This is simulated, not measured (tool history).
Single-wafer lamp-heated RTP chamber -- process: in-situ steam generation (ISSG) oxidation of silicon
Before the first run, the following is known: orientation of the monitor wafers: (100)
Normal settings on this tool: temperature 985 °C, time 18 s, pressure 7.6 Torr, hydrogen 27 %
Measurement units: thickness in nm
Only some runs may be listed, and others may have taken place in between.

run	hour	temperature	time	pressure	hydrogen	wafers since the last listed run	wafers since the last pyrometer calibration	hours since the pressure gauge was zeroed	hours since the hydrogen flow controller was replaced	hours since the gauge calibration	read-back reference wafer on the same gauge, thickness	thickness
1	0	985	18	7.6	27	0	1627	3597.6	4727.4	326	4.927	5.343
2	11.9	985	18	7.6	30	199	1827	3609.5	4739.3	337.9	4.928	5.473
3	21.1	985	18	7.6	30	154	1982	3618.7	4748.5	347.1	4.931	5.478
4	31.2	985	18	7.6	27	169	2151	3628.8	4758.6	357.2	4.93	5.348
# hour 49.4: hydrogen flow controller replaced
5	49.9	985	18	7.6	27	179	2331	3647.5	0.5	375.9	4.932	5.383
6	51.3	985	18	7.6	27	23	2355	3648.9	1.9	377.3	4.93	5.324
7	67.3	985	18	7.6	27	268	2623	3664.9	17.9	393.3	4.931	5.342
8	79.2	994	18	7.6	27	199	2823	3676.8	29.8	405.2	4.931	5.557
9	93.2	994	18	7.6	27	235	3058	3690.8	43.8	419.2	4.936	5.58
10	109.1	994	18	7.6	27	267	3326	3706.7	59.7	435.1	4.928	5.601
11	123.5	985	18	7.6	32	241	3567	3721.1	74.1	449.5	4.936	5.664
12	138.7	985	18	7.6	30	255	3823	3736.3	89.3	464.7	4.93	5.588
# hour 169.5: gauge calibrated
13	184.8	1002	24	7.6	27	774	4597	3782.4	135.4	15.3	4.931	6.685
14	195.9	973	25	7.6	24	186	4784	3793.5	146.5	26.4	4.93	5.857
# hour 206.7: pyrometer window cleaned and pyrometer calibrated
# hour 208.6: pressure gauge zeroed
15	209.1	992	15	6.9	27	55	8	0.5	159.7	39.6	4.927	5.01
16	221.5	985	18	7.6	27	208	216	12.9	172.1	52	4.933	5.291
17	235.5	985	25	7	24	235	451	26.9	186.1	66	4.933	5.972
18	244.8	985	15	7.6	27	156	607	36.2	195.4	75.3	4.929	4.923
19	261.8	985	18	7.6	21	285	893	53.2	212.4	92.3	4.93	5.01
20	272.1	974	18	7.6	32	173	1066	63.5	222.7	102.6	4.931	5.327
21	284.8	985	18	7.6	27	213	1279	76.2	235.4	115.3	4.933	5.324
22	297.6	985	18	7.6	27	215	1494	89	248.2	128.1	4.932	5.363
23	310.7	985	18	9	27	220	1715	102.1	261.3	141.2	4.929	5.277
24	322	985	11	8.6	27	189	1904	113.4	272.6	152.5	4.93	4.322
25	329	985	18	7.6	27	117	2022	120.4	279.6	159.5	4.929	5.38
26	336.4	997	18	7.2	17	124	2146	127.8	287	166.9	4.933	5.001
27	349.7	969	14	8.9	21	223	2370	141.1	300.3	180.2	4.93	4.268
28	365.6	985	18	7.6	27	267	2637	157	316.2	196.1	4.925	5.375
29	376.2	992	24	8.4	27	178	2815	167.6	326.8	206.7	4.931	6.241
30	388.1	968	24	6.9	20	199	3015	179.5	338.7	218.6	4.928	5.307
31	396	1001	18	7.6	30	132	3148	187.4	346.6	226.5	4.931	5.891

Take each entry between the runs: how does the hidden state at the last listed run before it differ from the hidden state at the first listed run after it?
Runs 4 to 5: hydrogen flow controller replaced (hour 49.4)
  true wafer temperature minus pyrometer reading, K: 3.92 -> 4.46
  measured minus no-state result, thickness: +0.076 -> +0.087 nm
Runs 12 to 13: gauge calibrated (hour 169.5)
  true wafer temperature minus pyrometer reading, K: 7.04 -> 8.38
  measured minus no-state result, thickness: +0.143 -> +0.245 nm
Runs 14 to 15: pyrometer window cleaned and pyrometer calibrated (hour 206.7); pressure gauge zeroed (hour 208.6)
  true wafer temperature minus pyrometer reading, K: 8.7 -> 1.27
  measured minus no-state result, thickness: +0.19 -> +0.022 nm
